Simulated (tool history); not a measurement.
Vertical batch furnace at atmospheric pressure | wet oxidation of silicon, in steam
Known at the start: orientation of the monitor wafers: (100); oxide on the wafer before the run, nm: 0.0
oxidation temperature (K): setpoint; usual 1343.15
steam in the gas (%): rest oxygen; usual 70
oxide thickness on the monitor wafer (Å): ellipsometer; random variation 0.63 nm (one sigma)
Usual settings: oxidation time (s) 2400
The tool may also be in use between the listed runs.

| run | hour | oxidation temperature (K) | oxidation time (s) | steam in the gas (%) | read-back reference wafer on the same gauge, thickness | oxide thickness on the monitor wafer (Å) |
|---|---|---|---|---|---|---|
| 1 | 0.0 | 1343.15 | 2400 | 70 | 503.06 | 3958.4 |
| 2 | 26.7 | 1343.15 | 2400 | 70 | 502.92 | 3961.7 |
| 3 | 59.6 | 1343.15 | 2400 | 70 | 502.90 | 3962.0 |
| 4 | 77.7 | 1353.15 | 2010 | 70 | 502.80 | 3740.5 |
| 5 | 103.7 | 1353.15 | 2010 | 70 | 503.10 | 3751.2 |
| 6 | 120.5 | 1330.15 | 3000 | 70 | 503.06 | 4226.3 |
| 7 | 149.2 | 1330.15 | 3000 | 70 | 503.23 | 4219.8 |
| 8 | 182.5 | 1343.15 | 2400 | 70 | 503.20 | 3944.8 |
|  | 193.1 | gauge calibrated |
| 9 | 210.4 | 1343.15 | 2400 | 70 | 503.12 | 3950.5 |
|  | 241.7 | thermocouples replaced and temperature profile calibrated |
| 10 | 242.2 | 1343.15 | 3330 | 76 | 503.09 | 5076.1 |
| 11 | 263.8 | 1343.15 | 3210 | 70 | 503.01 | 4727.7 |
|  | 291.5 | steam generator serviced |
| 12 | 292.0 | 1343.15 | 1740 | 80 | 502.79 | 3726.5 |
| 13 | 303.6 | 1319.15 | 3210 | 63 | 503.39 | 4088.5 |
| 14 | 315.8 | 1334.15 | 3060 | 70 | 503.03 | 4627.5 |
| 15 | 344.4 | 1356.15 | 3180 | 63 | 502.90 | 4979.5 |
| 16 | 357.0 | 1343.15 | 2400 | 59 | 503.29 | 3751.5 |
| 17 | 380.1 | 1343.15 | 2400 | 70 | 503.15 | 4174.5 |

The tool's hidden state at each run:
true tube temperature minus thermocouple reading, K: 0 in every run
gauge reads high (%): 0 in every run
H1: steam share off its setpoint, % of the setpoint
| run | H1 |
|---|---|
| 1 | -9.07 |
| 2 | -9.08 |
| 3 | -9.09 |
| 4 | -9.1 |
| 5 | -9.11 |
| 6 | -9.11 |
| 7 | -9.12 |
| 8 | -9.13 |
| 9 | -9.14 |
| 10 | -9.15 |
| 11 | -9.16 |
| 12 | -0.381 |
| 13 | -0.471 |
| 14 | -0.563 |
| 15 | -0.777 |
| 16 | -0.869 |
| 17 | -1.04 |

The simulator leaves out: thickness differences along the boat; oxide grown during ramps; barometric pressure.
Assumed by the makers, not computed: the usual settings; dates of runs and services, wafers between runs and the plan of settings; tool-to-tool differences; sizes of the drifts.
